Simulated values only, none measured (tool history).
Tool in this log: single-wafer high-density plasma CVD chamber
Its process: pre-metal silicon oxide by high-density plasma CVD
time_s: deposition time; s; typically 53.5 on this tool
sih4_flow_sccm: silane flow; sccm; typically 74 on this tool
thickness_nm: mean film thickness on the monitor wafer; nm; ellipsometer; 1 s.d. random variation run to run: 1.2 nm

run    hour  time_s  sih4_flow_sccm  wafers since the last listed run  hours since the silane flow controller was replaced  hours since the gauge calibration  read-back reference wafer on the same gauge, thickness_nm  thickness_nm
  1       0    53.5              74                                 0                                                 1759                             1985.3                                                    486.661       404.567
  2    47.2    53.5              74                               696                                               1806.2                             2032.5                                                     487.31       405.383
      140.7  -- silane flow controller replaced
  3   148.6    53.5              74                              1378                                                  7.9                             2133.9                                                    487.123       406.622
  4   204.1    53.5              74                               819                                                 63.4                             2189.4                                                    487.134       408.742
  5   287.5    53.5              67                              1231                                                146.8                             2272.8                                                    488.071       378.644
  6   327.7    53.5              67                               593                                                  187                               2313                                                    488.022       378.131
  7   431.4    53.5              74                              1531                                                290.7                             2416.7                                                    488.778       406.774
  8   509.6    53.5              74                              1154                                                368.9                             2494.9                                                    488.842       408.517
  9   576.3    55.7              74                               984                                                435.6                             2561.6                                                    489.876       423.853
 10   642.5    55.7              74                               977                                                501.8                             2627.8                                                    489.637       425.812
 11   718.2    60.5              79                              1117                                                577.5                             2703.5                                                    489.704       489.129
 12     800    60.5              79                              1207                                                659.3                             2785.3                                                     490.36        487.31
 13   899.8    60.5              79                              1473                                                759.1                             2885.1                                                    490.607       489.035
 14   954.3    53.5              74                               804                                                813.6                             2939.6                                                    491.074       410.275
 15  1034.4    53.5              74                              1182                                                893.7                             3019.7                                                    491.255       410.635
 16  1107.7    53.5              74                              1082                                                  967                               3093                                                    491.607       409.119
 17    1215    53.5              74                              1584                                               1074.3                             3200.3                                                    492.095       409.897
 18    1314    53.5              74                              1461                                               1173.3                             3299.3                                                    492.255       413.968
 19  1421.2    48.9              85                              1582                                               1280.5                             3406.5                                                     493.43        421.02
 20    1474    53.5              74                               779                                               1333.3                             3459.3                                                    493.424       413.436
 21  1549.9    62.5              79                              1120                                               1409.2                             3535.2                                                    493.274       505.578
 22  1641.4    56.5              63                              1350                                               1500.7                             3626.7                                                    493.943       382.905
     1649.6  -- gauge calibrated
 23  1678.6    63.4              69                               549                                               1537.9                                 29                                                    472.438       440.724
 24  1759.4    53.5              86                              1192                                               1618.7                              109.8                                                    472.755       444.408
 25  1811.3    44.1              70                               766                                               1670.6                              161.7                                                    473.231       310.601
 26  1875.5    43.9              74                               947                                               1734.8                              225.9                                                    473.663       323.992
 27  1943.7    63.8              63                              1006                                                 1803                              294.1                                                    473.661       414.425
 28  2008.1    53.5              74                               950                                               1867.4                              358.5                                                    473.937       396.523
 29  2100.2    53.5              80                              1359                                               1959.5                              450.6                                                     474.18       420.887
 30  2138.4    53.5              74                               564                                               1997.7                              488.8                                                    474.907       397.516
 31  2176.9    49.6              64                               568                                               2036.2                              527.3                                                     474.81       328.296
     2231.2  -- silane flow controller replaced
 32  2235.1    58.6              67                               741                                                  3.9                              585.5                                                    474.974       400.379
 33  2335.4      48              70                              1480                                                104.2                              685.8                                                    475.188       341.777
 34  2428.8    53.5              74                              1378                                                197.6                              779.2                                                    475.877       397.946
 35  2507.8    45.8              86                              1166                                                276.6                              858.2                                                     476.46       384.931
 36  2551.3    58.6              74                               642                                                320.1                              901.7                                                    476.479       434.701
 37  2644.2    48.3              70                              1371                                                  413                              994.6                                                    477.011        344.75
 38  2723.1    48.4              74                              1164                                                491.9                             1073.5                                                    477.026       358.992
 39  2830.7    57.8              67                              1588                                                599.5                             1181.1                                                    477.642       398.614
 40  2912.2    53.5              74                              1203                                                  681                             1262.6                                                    478.135       399.527
 41  2972.2    53.5              74                               885                                                  741                             1322.6                                                    478.276       399.016

What would each run have given without the hidden state, its run-to-run variation left as it was?
The hidden state here: delivered silane flow above the setpoint (%); gauge reads high (%).
run  thickness_nm
  1       395.622
  2        396.25
  3       397.095
  4       398.964
  5       369.307
  6       368.672
  7       396.226
  8       397.642
  9       412.321
 10       413.979
 11        475.21
 12       473.094
 13        474.34
 14       397.751
 15       397.813
 16       396.083
 17       396.454
 18       400.034
 19       406.458
 20       398.947
 21       487.528
 22       368.932
 23       443.895
 24       447.267
 25       312.447
 26       325.722
 27       416.372
 28       398.147
 29       422.247
 30       398.658
 31       329.121
 32       401.168
 33       342.131
 34       398.012
 35       384.712
 36       434.278
 37       344.118
 38       358.071
 39       397.195
 40       397.804
 41       397.074
